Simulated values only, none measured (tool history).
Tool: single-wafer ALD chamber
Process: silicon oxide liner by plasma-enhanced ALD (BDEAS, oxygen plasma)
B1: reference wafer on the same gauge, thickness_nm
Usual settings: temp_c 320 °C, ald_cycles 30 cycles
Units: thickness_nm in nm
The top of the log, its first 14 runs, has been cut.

{"run": 15, "hour": 335.6, "temp_c": 320, "ald_cycles": 31, "B1": 2.253, "thickness_nm": 2.826}
{"hour": 346.7, "done": "thermocouple changed; heater temperature recalibrated"}
{"run": 16, "hour": 366.9, "temp_c": 306, "ald_cycles": 28, "B1": 2.252, "thickness_nm": 2.599}
{"run": 17, "hour": 387.4, "temp_c": 335, "ald_cycles": 35, "B1": 2.251, "thickness_nm": 3.108}
{"run": 18, "hour": 407.2, "temp_c": 320, "ald_cycles": 30, "B1": 2.254, "thickness_nm": 2.725}
{"run": 19, "hour": 438.8, "temp_c": 311, "ald_cycles": 26, "B1": 2.251, "thickness_nm": 2.391}
{"run": 20, "hour": 466.8, "temp_c": 311, "ald_cycles": 26, "B1": 2.248, "thickness_nm": 2.392}
{"hour": 481.0, "done": "gauge calibrated"}
{"run": 21, "hour": 543.9, "temp_c": 320, "ald_cycles": 36, "B1": 2.289, "thickness_nm": 3.321}
{"run": 22, "hour": 564.3, "temp_c": 308, "ald_cycles": 28, "B1": 2.286, "thickness_nm": 2.627}
{"run": 23, "hour": 584.9, "temp_c": 314, "ald_cycles": 32, "B1": 2.281, "thickness_nm": 2.964}
{"run": 24, "hour": 614.1, "temp_c": 320, "ald_cycles": 30, "B1": 2.277, "thickness_nm": 2.757}
{"run": 25, "hour": 632.4, "temp_c": 320, "ald_cycles": 28, "B1": 2.275, "thickness_nm": 2.568}
{"run": 26, "hour": 649.0, "temp_c": 326, "ald_cycles": 27, "B1": 2.272, "thickness_nm": 2.443}
{"run": 27, "hour": 670.6, "temp_c": 315, "ald_cycles": 34, "B1": 2.271, "thickness_nm": 3.121}
{"run": 28, "hour": 701.7, "temp_c": 314, "ald_cycles": 30, "B1": 2.266, "thickness_nm": 2.757}
{"run": 29, "hour": 719.4, "temp_c": 305, "ald_cycles": 30, "B1": 2.267, "thickness_nm": 2.794}
{"run": 30, "hour": 746.0, "temp_c": 315, "ald_cycles": 35, "B1": 2.264, "thickness_nm": 3.217}
{"run": 31, "hour": 763.2, "temp_c": 311, "ald_cycles": 36, "B1": 2.263, "thickness_nm": 3.322}

Forecast each of these 3 alternatives for the next run:
{"run": "A", "hour": 763.6, "temp_c": 320, "ald_cycles": 26, "B1": "?", "thickness_nm": "?"}
{"run": "B", "hour": 763.6, "temp_c": 320, "ald_cycles": 27, "B1": "?", "thickness_nm": "?"}
{"run": "C", "hour": 763.6, "temp_c": 308, "ald_cycles": 34, "B1": "?", "thickness_nm": "?"}

run=A B1=2.261 thickness_nm=2.361
run=B B1=2.261 thickness_nm=2.452
run=C B1=2.261 thickness_nm=3.136
Without the tool's unlogged condition, the same runs would have read:
run=A thickness_nm=2.411
run=B thickness_nm=2.504
run=C thickness_nm=3.203
